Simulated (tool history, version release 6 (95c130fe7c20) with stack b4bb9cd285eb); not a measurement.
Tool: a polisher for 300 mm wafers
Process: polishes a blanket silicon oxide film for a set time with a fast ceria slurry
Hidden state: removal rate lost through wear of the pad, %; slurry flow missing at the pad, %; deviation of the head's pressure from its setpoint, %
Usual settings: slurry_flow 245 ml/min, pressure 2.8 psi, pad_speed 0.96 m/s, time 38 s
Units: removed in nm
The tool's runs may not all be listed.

| run | day | slurry_flow | pressure | pad_speed | time | wafers since the last listed run | wafers polished on this pad | hours since the slurry nozzle was cleaned | hours since the head pressure was calibrated | incoming thickness of the incoming film, nm | removed |
|---|---|---|---|---|---|---|---|---|---|---|---|
| 1 | 0 | 245 | 2.8 | 0.96 | 38 | 0 | 1401 | 225.4 | 227.2 | 1602.8 | 639.6 |
| 2 | 0.921 | 245 | 2.8 | 0.96 | 38 | 222 | 1623 | 247.5 | 249.3 | 1617.3 | 645.2 |
|  | 1.708 | worn pad replaced by a new one |
| 3 | 1.729 | 245 | 2.8 | 0.96 | 30 | 154 | 5 | 266.9 | 268.7 | 1655.9 | 499.1 |
| 4 | 2.654 | 245 | 2.8 | 0.96 | 30 | 223 | 228 | 289.1 | 290.9 | 1628.6 | 499.4 |
| 5 | 3.279 | 270 | 2.8 | 0.96 | 31 | 150 | 379 | 304.1 | 305.9 | 1624.6 | 526.4 |
| 6 | 4.538 | 270 | 2.8 | 0.96 | 31 | 303 | 683 | 334.3 | 336.1 | 1621.4 | 519.7 |
| 7 | 5.438 | 270 | 2.8 | 0.96 | 31 | 217 | 900 | 355.9 | 357.7 | 1603.2 | 522.5 |
| 8 | 6.633 | 225 | 2.8 | 0.96 | 38 | 288 | 1188 | 384.6 | 386.4 | 1627 | 639 |
| 9 | 7.438 | 225 | 2.8 | 0.96 | 38 | 194 | 1382 | 403.9 | 405.7 | 1661.2 | 625.6 |
|  | 8.188 | worn pad replaced by a new one |
| 10 | 8.621 | 245 | 2.3 | 0.96 | 38 | 245 | 104 | 432.3 | 434.1 | 1637.9 | 523.4 |
| 11 | 9.567 | 245 | 2.3 | 0.96 | 38 | 228 | 333 | 455 | 456.8 | 1644.8 | 516 |
| 12 | 10.288 | 245 | 2.3 | 0.96 | 38 | 173 | 506 | 472.3 | 474.1 | 1640.5 | 515.4 |
| 13 | 10.842 | 245 | 2.8 | 0.96 | 42 | 133 | 640 | 485.6 | 487.4 | 1626.3 | 704.2 |
| 14 | 11.967 | 245 | 2.8 | 0.96 | 42 | 271 | 912 | 512.6 | 514.4 | 1623.2 | 692.1 |
| 15 | 12.95 | 245 | 2.8 | 0.96 | 42 | 237 | 1149 | 536.2 | 538 | 1655.2 | 681 |
| 16 | 13.579 | 195 | 2.8 | 0.96 | 38 | 151 | 1301 | 551.3 | 553.1 | 1662.2 | 593.6 |
| 17 | 14.429 | 195 | 2.8 | 0.96 | 38 | 205 | 1506 | 571.7 | 573.5 | 1654.7 | 596.7 |
|  | 15.817 | worn pad replaced by a new one |
| 18 | 15.838 | 270 | 2.8 | 0.96 | 38 | 299 | 5 | 605.5 | 607.3 | 1601.7 | 627 |
| 19 | 16.842 | 300 | 2.8 | 1.26 | 32 | 242 | 247 | 629.6 | 631.4 | 1619.8 | 691.5 |
| 20 | 18.242 | 300 | 2.8 | 1.22 | 43 | 337 | 585 | 663.2 | 665 | 1633.3 | 884.4 |
| 21 | 19.062 | 245 | 2.8 | 0.96 | 38 | 198 | 783 | 682.9 | 684.7 | 1607 | 608.8 |
|  | 20.038 | head pressure recalibrated |
| 22 | 20.088 | 245 | 2.8 | 0.96 | 38 | 227 | 1010 | 707.5 | 1.2 | 1621.1 | 602.4 |

Forecast run 23:
| 23 | 21.483 | 280 | 3.2 | 0.7 | 42 | 336 | 1347 | 741 | 34.7 | 1635.1 | ? |

Run 23 gave removed 561.9 nm.
Without the tool's hidden state the same run would have given removed 606 nm.
